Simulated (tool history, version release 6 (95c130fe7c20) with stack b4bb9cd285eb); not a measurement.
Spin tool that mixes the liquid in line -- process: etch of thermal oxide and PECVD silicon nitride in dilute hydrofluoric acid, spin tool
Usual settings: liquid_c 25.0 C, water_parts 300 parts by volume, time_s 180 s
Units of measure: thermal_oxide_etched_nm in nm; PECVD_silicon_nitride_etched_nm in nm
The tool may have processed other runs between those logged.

run,hour,liquid_c,water_parts,time_s,wafers since the last listed run,hours since the thermometer was replaced,hours since the hydrofluoric acid flow meter was replaced,hours since the gauge calibration,"read-back film thickness of the thermal oxide reference wafer, read on the same gauge (nm)","read-back film thickness of the PECVD silicon nitride reference wafer, read on the same gauge (nm)",thermal_oxide_etched_nm,PECVD_silicon_nitride_etched_nm
1,0.0,25.0,300,180,0,1532.3,440.3,1832.7,69.944,80.005,2.391,2.618
# hour 20.6: thermometer replaced
2,53.0,25.0,300,180,369,32.4,493.3,1885.7,70.025,80.013,2.455,2.786
3,279.3,26.5,225,180,1607,258.7,719.6,2112.0,70.025,80.003,3.656,3.951
4,344.0,25.0,300,205,459,323.4,784.3,2176.7,69.982,79.968,2.687,3.026
5,423.5,25.0,300,205,564,402.9,863.8,2256.2,69.944,80.002,2.711,2.939
6,527.9,25.0,355,80,741,507.3,968.2,2360.6,69.981,80.003,0.831,1.001
7,589.8,29.5,300,285,439,569.2,1030.1,2422.5,69.974,80.010,4.186,5.362
8,693.4,26.5,300,180,735,672.8,1133.7,2526.1,70.002,80.021,2.348,2.790
9,753.1,23.5,430,85,423,732.5,1193.4,2585.8,69.997,79.995,0.609,0.780
10,823.3,29.0,445,260,498,802.7,1263.6,2656.0,70.045,80.015,2.088,3.138
11,867.0,25.0,300,180,310,846.4,1307.3,2699.7,70.007,79.993,2.169,2.445
12,924.6,27.0,300,180,409,904.0,1364.9,2757.3,70.017,80.000,2.323,2.807
# hour 928.2: hydrofluoric acid flow meter replaced
13,988.7,25.0,300,180,448,968.1,60.5,2821.4,70.036,80.002,2.565,2.807
14,1066.4,25.0,300,180,551,1045.8,138.2,2899.1,70.021,80.007,2.557,2.773
15,1161.1,25.0,410,180,672,1140.5,232.9,2993.8,69.975,80.011,1.663,2.010
16,1256.5,23.0,300,90,677,1235.9,328.3,3089.2,70.023,80.005,1.173,1.193
# hour 1256.9: gauge calibrated
17,1347.9,22.0,300,95,649,1327.3,419.7,91.0,70.035,80.010,1.186,1.169
18,1433.0,25.0,430,180,604,1412.4,504.8,176.1,70.005,79.992,1.490,1.853
19,1501.3,21.5,300,210,485,1480.7,573.1,244.4,69.981,79.996,2.459,2.455
20,1578.2,25.0,300,180,546,1557.6,650.0,321.3,70.002,80.007,2.359,2.630
# hour 1711.4: thermometer replaced
21,1850.2,29.5,230,125,1924,138.8,922.0,593.3,69.964,79.987,2.767,3.196
22,1911.5,25.0,300,180,435,200.1,983.3,654.6,69.997,80.014,2.365,2.700
23,1986.2,29.0,365,245,530,274.8,1058.0,729.3,69.970,79.980,2.823,3.724
24,2060.4,29.0,435,255,526,349.0,1132.2,803.5,69.965,80.005,2.266,3.278

How the hidden state differs across the entries between the runs, from the last listed run before each to the first after it:
Between runs 1 and 2: thermometer replaced (hour 20.6)
  liquid colder than its thermometer reads (K): 1.4 -> 0.0796; hydrofluoric acid flow below the setpoint (%): 5.96 -> 6.39
  the result without the hidden state subtracted from the measured one, thermal_oxide_etched_nm: -0.326 -> -0.228 nm; PECVD_silicon_nitride_etched_nm: -0.411 -> -0.204 nm
Between runs 12 and 13: hydrofluoric acid flow meter replaced (hour 928.2)
  liquid colder than its thermometer reads (K): 0.842 -> 0.898; hydrofluoric acid flow below the setpoint (%): 13.6 -> 1.13
  the result without the hidden state subtracted from the measured one, thermal_oxide_etched_nm: -0.575 -> -0.120 nm; PECVD_silicon_nitride_etched_nm: -0.610 -> -0.191 nm
Between runs 16 and 17: gauge calibrated (hour 1256.9)
  liquid colder than its thermometer reads (K): 1.13 -> 1.21; hydrofluoric acid flow below the setpoint (%): 3.33 -> 4.08
  the result without the hidden state subtracted from the measured one, thermal_oxide_etched_nm: -0.102 -> -0.120 nm; PECVD_silicon_nitride_etched_nm: -0.129 -> -0.144 nm
Between runs 20 and 21: thermometer replaced (hour 1711.4)
  liquid colder than its thermometer reads (K): 1.41 -> 0.179; hydrofluoric acid flow below the setpoint (%): 5.98 -> 8.22
  the result without the hidden state subtracted from the measured one, thermal_oxide_etched_nm: -0.324 -> -0.340 nm; PECVD_silicon_nitride_etched_nm: -0.415 -> -0.329 nm

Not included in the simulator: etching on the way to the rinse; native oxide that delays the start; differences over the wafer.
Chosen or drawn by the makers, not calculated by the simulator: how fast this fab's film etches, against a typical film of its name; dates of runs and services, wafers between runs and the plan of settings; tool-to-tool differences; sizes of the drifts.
